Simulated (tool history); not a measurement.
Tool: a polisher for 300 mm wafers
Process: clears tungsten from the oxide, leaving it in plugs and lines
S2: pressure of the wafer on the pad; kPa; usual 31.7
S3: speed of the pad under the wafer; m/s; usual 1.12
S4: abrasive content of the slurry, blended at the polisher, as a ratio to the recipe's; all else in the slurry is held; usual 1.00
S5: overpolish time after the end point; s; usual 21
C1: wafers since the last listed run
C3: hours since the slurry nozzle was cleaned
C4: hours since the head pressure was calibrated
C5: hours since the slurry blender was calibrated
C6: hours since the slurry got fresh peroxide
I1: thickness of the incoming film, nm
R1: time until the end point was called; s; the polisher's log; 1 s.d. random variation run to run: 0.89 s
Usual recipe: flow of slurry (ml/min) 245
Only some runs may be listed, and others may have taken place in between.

{"run": 1, "hour": 0.0, "flow of slurry (ml/min)": 245, "S2": 31.7, "S3": 1.12, "S4": 1.0, "S5": 21, "C1": 0, "wafers polished on this pad": 1548, "C3": 6.1, "C4": 519.0, "C5": 354.2, "C6": 403.3, "I1": 391.8, "R1": 66.5}
{"run": 2, "hour": 63.0, "flow of slurry (ml/min)": 245, "S2": 31.7, "S3": 1.12, "S4": 1.0, "S5": 21, "C1": 561, "wafers polished on this pad": 2109, "C3": 69.1, "C4": 582.0, "C5": 417.2, "C6": 466.3, "I1": 389.6, "R1": 67.5}
{"hour": 149.6, "done": "slurry tank refilled with fresh slurry and peroxide"}
{"run": 3, "hour": 151.7, "flow of slurry (ml/min)": 245, "S2": 31.7, "S3": 0.88, "S4": 1.0, "S5": 21, "C1": 781, "wafers polished on this pad": 2891, "C3": 157.8, "C4": 670.7, "C5": 505.9, "C6": 2.1, "I1": 386.5, "R1": 85.2}
{"hour": 196.5, "done": "slurry blender recalibrated"}
{"run": 4, "hour": 208.5, "flow of slurry (ml/min)": 245, "S2": 31.7, "S3": 0.88, "S4": 1.0, "S5": 21, "C1": 488, "wafers polished on this pad": 3380, "C3": 214.6, "C4": 727.5, "C5": 12.0, "C6": 58.9, "I1": 387.5, "R1": 84.7}
{"run": 5, "hour": 314.4, "flow of slurry (ml/min)": 245, "S2": 31.7, "S3": 1.28, "S4": 1.0, "S5": 21, "C1": 944, "wafers polished on this pad": 4324, "C3": 320.5, "C4": 833.4, "C5": 117.9, "C6": 164.8, "I1": 383.0, "R1": 56.9}
{"hour": 364.3, "done": "head pressure recalibrated"}
{"run": 6, "hour": 365.5, "flow of slurry (ml/min)": 245, "S2": 31.7, "S3": 1.28, "S4": 1.0, "S5": 21, "C1": 437, "wafers polished on this pad": 4762, "C3": 371.6, "C4": 1.2, "C5": 169.0, "C6": 215.9, "I1": 382.7, "R1": 62.4}
{"hour": 391.9, "done": "worn pad replaced by a new one"}
{"run": 7, "hour": 416.1, "flow of slurry (ml/min)": 245, "S2": 31.7, "S3": 1.12, "S4": 1.1, "S5": 21, "C1": 415, "wafers polished on this pad": 215, "C3": 422.2, "C4": 51.8, "C5": 219.6, "C6": 266.5, "I1": 390.9, "R1": 63.4}
{"run": 8, "hour": 515.7, "flow of slurry (ml/min)": 245, "S2": 31.7, "S3": 1.12, "S4": 1.1, "S5": 21, "C1": 888, "wafers polished on this pad": 1103, "C3": 521.8, "C4": 151.4, "C5": 319.2, "C6": 366.1, "I1": 385.9, "R1": 64.8}
{"run": 9, "hour": 551.8, "flow of slurry (ml/min)": 245, "S2": 31.7, "S3": 1.12, "S4": 1.25, "S5": 32, "C1": 321, "wafers polished on this pad": 1425, "C3": 557.9, "C4": 187.5, "C5": 355.3, "C6": 402.2, "I1": 385.2, "R1": 63.3}
{"hour": 577.5, "done": "slurry nozzle cleaned"}
{"run": 10, "hour": 630.1, "flow of slurry (ml/min)": 245, "S2": 31.7, "S3": 1.12, "S4": 1.0, "S5": 21, "C1": 689, "wafers polished on this pad": 2114, "C3": 52.6, "C4": 265.8, "C5": 433.6, "C6": 480.5, "I1": 388.6, "R1": 65.4}
{"run": 11, "hour": 687.0, "flow of slurry (ml/min)": 245, "S2": 31.7, "S3": 1.12, "S4": 1.1, "S5": 21, "C1": 507, "wafers polished on this pad": 2622, "C3": 109.5, "C4": 322.7, "C5": 490.5, "C6": 537.4, "I1": 393.6, "R1": 64.6}
{"hour": 690.9, "done": "slurry blender recalibrated"}
{"hour": 764.7, "done": "slurry tank refilled with fresh slurry and peroxide"}
{"run": 12, "hour": 897.3, "flow of slurry (ml/min)": 245, "S2": 31.7, "S3": 1.12, "S4": 1.25, "S5": 32, "C1": 1848, "wafers polished on this pad": 4470, "C3": 319.8, "C4": 533.0, "C5": 206.4, "C6": 132.6, "I1": 396.0, "R1": 63.5}
{"hour": 912.0, "done": "worn pad replaced by a new one"}
{"run": 13, "hour": 992.0, "flow of slurry (ml/min)": 245, "S2": 26.9, "S3": 1.0, "S4": 1.25, "S5": 21, "C1": 808, "wafers polished on this pad": 713, "C3": 414.5, "C4": 627.7, "C5": 301.1, "C6": 227.3, "I1": 394.5, "R1": 83.7}
{"run": 14, "hour": 1043.2, "flow of slurry (ml/min)": 245, "S2": 35.2, "S3": 1.26, "S4": 0.7, "S5": 21, "C1": 456, "wafers polished on this pad": 1170, "C3": 465.7, "C4": 678.9, "C5": 352.3, "C6": 278.5, "I1": 389.5, "R1": 53.7}
{"run": 15, "hour": 1085.9, "flow of slurry (ml/min)": 245, "S2": 31.7, "S3": 1.12, "S4": 1.0, "S5": 21, "C1": 380, "wafers polished on this pad": 1550, "C3": 508.4, "C4": 721.6, "C5": 395.0, "C6": 321.2, "I1": 388.2, "R1": 62.8}
{"hour": 1102.9, "done": "slurry nozzle cleaned"}
{"run": 16, "hour": 1153.0, "flow of slurry (ml/min)": 245, "S2": 31.7, "S3": 1.28, "S4": 0.7, "S5": 21, "C1": 589, "wafers polished on this pad": 2140, "C3": 50.1, "C4": 788.7, "C5": 462.1, "C6": 388.3, "I1": 395.7, "R1": 59.3}
{"hour": 1187.7, "done": "head pressure recalibrated"}
{"hour": 1188.6, "done": "slurry blender recalibrated"}
{"run": 17, "hour": 1238.2, "flow of slurry (ml/min)": 245, "S2": 31.7, "S3": 1.22, "S4": 1.0, "S5": 21, "C1": 733, "wafers polished on this pad": 2873, "C3": 135.3, "C4": 50.5, "C5": 49.6, "C6": 473.5, "I1": 391.5, "R1": 66.2}
{"run": 18, "hour": 1301.0, "flow of slurry (ml/min)": 245, "S2": 31.7, "S3": 1.12, "S4": 0.85, "S5": 12, "C1": 559, "wafers polished on this pad": 3433, "C3": 198.1, "C4": 113.3, "C5": 112.4, "C6": 536.3, "I1": 387.9, "R1": 71.7}
{"hour": 1353.7, "done": "slurry tank refilled with fresh slurry and peroxide"}
{"run": 19, "hour": 1376.8, "flow of slurry (ml/min)": 275, "S2": 40.0, "S3": 1.12, "S4": 1.0, "S5": 12, "C1": 666, "wafers polished on this pad": 4100, "C3": 273.9, "C4": 189.1, "C5": 188.2, "C6": 23.1, "I1": 389.4, "R1": 53.3}
{"hour": 1443.7, "done": "worn pad replaced by a new one"}
{"run": 20, "hour": 1451.7, "flow of slurry (ml/min)": 245, "S2": 37.2, "S3": 1.12, "S4": 0.8, "S5": 21, "C1": 632, "wafers polished on this pad": 71, "C3": 348.8, "C4": 264.0, "C5": 263.1, "C6": 98.0, "I1": 390.1, "R1": 54.2}
{"run": 21, "hour": 1526.1, "flow of slurry (ml/min)": 275, "S2": 31.7, "S3": 0.84, "S4": 1.0, "S5": 27, "C1": 663, "wafers polished on this pad": 735, "C3": 423.2, "C4": 338.4, "C5": 337.5, "C6": 172.4, "I1": 382.9, "R1": 83.0}
{"hour": 1591.7, "done": "slurry nozzle cleaned"}
{"run": 22, "hour": 1608.8, "flow of slurry (ml/min)": 245, "S2": 22.1, "S3": 1.12, "S4": 0.85, "S5": 21, "C1": 728, "wafers polished on this pad": 1463, "C3": 17.1, "C4": 421.1, "C5": 420.2, "C6": 255.1, "I1": 388.6, "R1": 92.7}
{"run": 23, "hour": 1703.7, "flow of slurry (ml/min)": 170, "S2": 26.9, "S3": 1.12, "S4": 1.2, "S5": 32, "C1": 846, "wafers polished on this pad": 2309, "C3": 112.0, "C4": 516.0, "C5": 515.1, "C6": 350.0, "I1": 385.6, "R1": 75.6}
{"hour": 1709.5, "done": "slurry blender recalibrated"}
{"run": 24, "hour": 1760.2, "flow of slurry (ml/min)": 245, "S2": 31.7, "S3": 1.38, "S4": 0.75, "S5": 14, "C1": 485, "wafers polished on this pad": 2795, "C3": 168.5, "C4": 572.5, "C5": 50.7, "C6": 406.5, "I1": 387.2, "R1": 54.0}
{"run": 25, "hour": 1797.8, "flow of slurry (ml/min)": 245, "S2": 22.1, "S3": 1.12, "S4": 0.85, "S5": 21, "C1": 335, "wafers polished on this pad": 3130, "C3": 206.1, "C4": 610.1, "C5": 88.3, "C6": 444.1, "I1": 395.5, "R1": 95.7}
{"run": 26, "hour": 1860.5, "flow of slurry (ml/min)": 175, "S2": 25.5, "S3": 1.12, "S4": 1.1, "S5": 33, "C1": 559, "wafers polished on this pad": 3689, "C3": 268.8, "C4": 672.8, "C5": 151.0, "C6": 506.8, "I1": 392.8, "R1": 82.7}
{"hour": 1891.1, "done": "head pressure recalibrated"}
{"run": 27, "hour": 1898.3, "flow of slurry (ml/min)": 245, "S2": 26.9, "S3": 0.84, "S4": 1.0, "S5": 21, "C1": 319, "wafers polished on this pad": 4009, "C3": 306.6, "C4": 7.2, "C5": 188.8, "C6": 544.6, "I1": 389.6, "R1": 113.8}

Here are 3 independent what-if runs from the current tool condition. What would each one return?
{"run": "A", "hour": 1898.7, "flow of slurry (ml/min)": 290, "S2": 31.7, "S3": 1.12, "S4": 1.0, "S5": 21, "C1": 3, "wafers polished on this pad": 4012, "C3": 307.0, "C4": 7.6, "C5": 189.2, "C6": 545.0, "I1": 386.2, "R1": "?"}
{"run": "B", "hour": 1898.7, "flow of slurry (ml/min)": 245, "S2": 37.2, "S3": 0.96, "S4": 0.9, "S5": 9, "C1": 3, "wafers polished on this pad": 4012, "C3": 307.0, "C4": 7.6, "C5": 189.2, "C6": 545.0, "I1": 386.2, "R1": "?"}
{"run": "C", "hour": 1898.7, "flow of slurry (ml/min)": 245, "S2": 31.7, "S3": 1.12, "S4": 0.8, "S5": 21, "C1": 3, "wafers polished on this pad": 4012, "C3": 307.0, "C4": 7.6, "C5": 189.2, "C6": 545.0, "I1": 386.2, "R1": "?"}

run=A R1=70.5
run=B R1=72.3
run=C R1=74.1
Stripped of hidden state, with their random variation kept, the same runs would have yielded:
run=A R1=64.9
run=B R1=66.6
run=C R1=68.3
